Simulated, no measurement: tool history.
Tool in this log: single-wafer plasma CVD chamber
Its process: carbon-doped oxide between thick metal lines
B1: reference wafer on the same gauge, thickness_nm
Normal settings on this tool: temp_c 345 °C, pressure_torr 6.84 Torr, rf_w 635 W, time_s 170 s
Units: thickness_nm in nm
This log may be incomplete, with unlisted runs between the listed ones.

run 1 day=0 | temp_c=341 pressure_torr=6.84 rf_w=550 time_s=170 | B1=1169.942 | thickness_nm=912.147
run 2 day=1.388 | temp_c=341 pressure_torr=6.84 rf_w=550 time_s=170 | B1=1170.917 | thickness_nm=912.581
run 3 day=2.383 | temp_c=341 pressure_torr=6.84 rf_w=550 time_s=170 | B1=1170.581 | thickness_nm=911.137
run 4 day=3 | temp_c=345 pressure_torr=6.84 rf_w=635 time_s=170 | B1=1170.498 | thickness_nm=976.057
run 5 day=3.929 | temp_c=345 pressure_torr=6.84 rf_w=635 time_s=170 | B1=1170.064 | thickness_nm=973.703
run 6 day=5.212 | temp_c=345 pressure_torr=6.84 rf_w=635 time_s=170 | B1=1170.192 | thickness_nm=973.26
run 7 day=6.246 | temp_c=345 pressure_torr=6.84 rf_w=635 time_s=151 | B1=1170.149 | thickness_nm=864.247
run 8 day=9.242 | temp_c=345 pressure_torr=6.84 rf_w=635 time_s=151 | B1=1169.878 | thickness_nm=859.301
-- day=10.312 showerhead replaced
-- day=10.754 capacitance manometer re-zeroed and calibrated
-- day=10.954 RF generator calibrated
run 9 day=10.975 | temp_c=345 pressure_torr=7.92 rf_w=635 time_s=185 | B1=1169.888 | thickness_nm=1129.575
run 10 day=11.308 | temp_c=345 pressure_torr=6.84 rf_w=635 time_s=170 | B1=1169.868 | thickness_nm=1028.225
-- day=11.696 gauge calibrated
run 11 day=11.812 | temp_c=358 pressure_torr=6.84 rf_w=760 time_s=154 | B1=1170.018 | thickness_nm=992.446
-- day=12.704 thermocouple changed; heater temperature recalibrated
run 12 day=12.725 | temp_c=345 pressure_torr=8.13 rf_w=595 time_s=142 | B1=1170.187 | thickness_nm=836.126
run 13 day=13.438 | temp_c=333 pressure_torr=7.53 rf_w=635 time_s=170 | B1=1169.985 | thickness_nm=1079.657
run 14 day=14.562 | temp_c=345 pressure_torr=6.84 rf_w=635 time_s=170 | B1=1170.003 | thickness_nm=1031.029
run 15 day=15.483 | temp_c=345 pressure_torr=6.84 rf_w=635 time_s=170 | B1=1169.616 | thickness_nm=1027.791
run 16 day=16.762 | temp_c=336 pressure_torr=8.34 rf_w=730 time_s=158 | B1=1170.2 | thickness_nm=1070.968
run 17 day=18.796 | temp_c=357 pressure_torr=7.91 rf_w=635 time_s=170 | B1=1170.115 | thickness_nm=1002.574
run 18 day=19.442 | temp_c=355 pressure_torr=6.84 rf_w=635 time_s=152 | B1=1170.165 | thickness_nm=895.46

Below are 4 alternative next runs, each starting from the tool's condition after run 18. Predict each:
run A day=19.458 | temp_c=345 pressure_torr=6.84 rf_w=635 time_s=170 | B1=? | thickness_nm=?
run B day=19.458 | temp_c=349 pressure_torr=5.63 rf_w=605 time_s=197 | B1=? | thickness_nm=?
run C day=19.458 | temp_c=345 pressure_torr=5.37 rf_w=635 time_s=170 | B1=? | thickness_nm=?
run D day=19.458 | temp_c=345 pressure_torr=6.84 rf_w=600 time_s=170 | B1=? | thickness_nm=?

run=A B1=1169.955 thickness_nm=1027.777
run=B B1=1169.955 thickness_nm=1128.557
run=C B1=1169.955 thickness_nm=1008.959
run=D B1=1169.955 thickness_nm=996.176
Without the tool's hidden state the same runs would have given:
run=A thickness_nm=1030.183
run=B thickness_nm=1131.198
run=C thickness_nm=1011.32
run=D thickness_nm=998.507
